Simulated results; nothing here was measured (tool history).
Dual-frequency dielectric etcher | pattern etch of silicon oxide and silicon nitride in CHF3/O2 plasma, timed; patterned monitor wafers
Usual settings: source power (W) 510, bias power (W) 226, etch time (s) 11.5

run,hour,source power (W),bias power (W),etch time (s),wafers since the last listed run,hours since the last wet clean,hours since the last source power generator calibration,hours since the last bias power generator calibration,hours since the last upper electrode change,hours since the gauge calibration,"read-back reference wafer on the same gauge, depth_nm",mean etch depth across the wafer (angstrom)
1,0,510,226,11.5,0,191.8,1787.3,4750.7,3350.6,1075,14.55,178.9
2,18.9,510,226,11.5,360,210.7,1806.2,4769.6,3369.5,1093.9,14.56,179.3
# hour 35.7: gauge calibrated
# hour 44.1: bias power generator calibrated
3,52.8,510,226,11.5,569,244.6,1840.1,8.7,3403.4,17.1,14.71,180.2
# hour 62.4: source power generator calibrated
4,80,510,226,14,442,271.8,17.6,35.9,3430.6,44.3,14.7,219.9
5,95.3,510,226,14,291,287.1,32.9,51.2,3445.9,59.6,14.72,219.9
6,116.1,510,226,14,396,307.9,53.7,72,3466.7,80.4,14.7,219.2
# hour 142: wet clean of the chamber
7,149.3,510,226,11.5,175,7.3,86.9,105.2,3499.9,113.6,14.69,180.3
8,165.4,510,226,11.5,306,23.4,103,121.3,3516,129.7,14.72,180
9,182.3,510,226,15,322,40.3,119.9,138.2,3532.9,146.6,14.7,234.7
10,194.4,570,226,11.5,230,52.4,132,150.3,3545,158.7,14.69,189.9
11,223.8,400,273,13.5,560,81.8,161.4,179.7,3574.4,188.1,14.68,196.3
# hour 272.6: upper electrode replaced
12,310.3,510,226,11.5,1190,168.3,247.9,266.2,37.7,274.6,14.66,180.5
13,339.1,510,226,11.5,548,197.1,276.7,295,66.5,303.4,14.66,179.9
14,374.3,590,198,12.5,670,232.3,311.9,330.2,101.7,338.6,14.65,202.7
15,387.6,510,226,13.5,253,245.6,325.2,343.5,115,351.9,14.65,210.8
16,415.4,610,262,10,529,273.4,353,371.3,142.8,379.7,14.66,178.4
17,445.6,510,226,11.5,575,303.6,383.2,401.5,173,409.9,14.66,179.8
# hour 484: wet clean of the chamber
18,484.5,510,226,11.5,283,0.5,422.1,440.4,211.9,448.8,14.67,180.3
19,484.8,410,226,11.5,5,0.8,422.4,440.7,212.2,449.1,14.65,160.4

The next listed run, before its measurement:
20,498.2,610,272,10,255,14.2,435.8,454.1,225.6,462.5,?,?

{"run 20": {"read-back reference wafer on the same gauge, depth_nm": 14.64, "mean etch depth across the wafer (angstrom)": 179.8}}
Without the tool's hidden state the same run would have given mean etch depth across the wafer (angstrom) 180.6.
